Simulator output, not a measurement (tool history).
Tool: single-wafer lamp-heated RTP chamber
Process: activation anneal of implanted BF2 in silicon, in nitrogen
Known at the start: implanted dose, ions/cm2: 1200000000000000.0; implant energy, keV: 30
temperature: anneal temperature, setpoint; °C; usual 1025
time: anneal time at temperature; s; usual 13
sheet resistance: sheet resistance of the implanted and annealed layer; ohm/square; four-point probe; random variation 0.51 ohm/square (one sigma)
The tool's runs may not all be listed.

run,hour,temperature,time,"read-back reference wafer on the same gauge, sheet resistance",sheet resistance
1,0,1025,17,128.18,127.77
2,15.8,1025,17,127.95,126.67
3,46.9,1025,13,128.15,128.97
# hour 64: pyrometer window cleaned and pyrometer calibrated
4,77.1,1025,13,127.9,132.52
5,109.8,1025,13,127.87,130.13
6,127.5,1025,13,127.96,129.14
# hour 146.7: pyrometer window cleaned and pyrometer calibrated
# hour 149.5: reflector plate cleaned
7,150,1025,13,128.04,137.72
8,158.9,1025,11,128.08,137.86
9,189.3,1025,11,128.06,134.17
10,204.7,1009,9,127.94,146.38
# hour 223.9: pyrometer window cleaned and pyrometer calibrated
11,224.4,1025,6,127.96,147.44
# hour 228.2: gauge calibrated
12,235.1,1015,13,128.01,140.86
13,258.9,1007,8,128.05,150.74
14,276.8,1037,18,127.89,121.67
15,298.8,1000,19,127.98,140.69
# hour 319: pyrometer window cleaned and pyrometer calibrated
16,320.9,1025,13,128.02,136.37
17,339.4,1025,13,128.03,133.74
18,355,1025,13,127.89,131.98

3 ways to go on from here, each from the tool as it stands after run 18. What would each give?
A,355.4,1025,13,?,?
B,355.4,1040,13,?,?
C,355.4,1036,13,?,?

run,"read-back reference wafer on the same gauge, sheet resistance",sheet resistance
A,127.95,132.19
B,127.95,124.85
C,127.95,126.78
Without the tool's hidden state the same runs would have given:
run,sheet resistance
A,139.9
B,131.52
C,133.58

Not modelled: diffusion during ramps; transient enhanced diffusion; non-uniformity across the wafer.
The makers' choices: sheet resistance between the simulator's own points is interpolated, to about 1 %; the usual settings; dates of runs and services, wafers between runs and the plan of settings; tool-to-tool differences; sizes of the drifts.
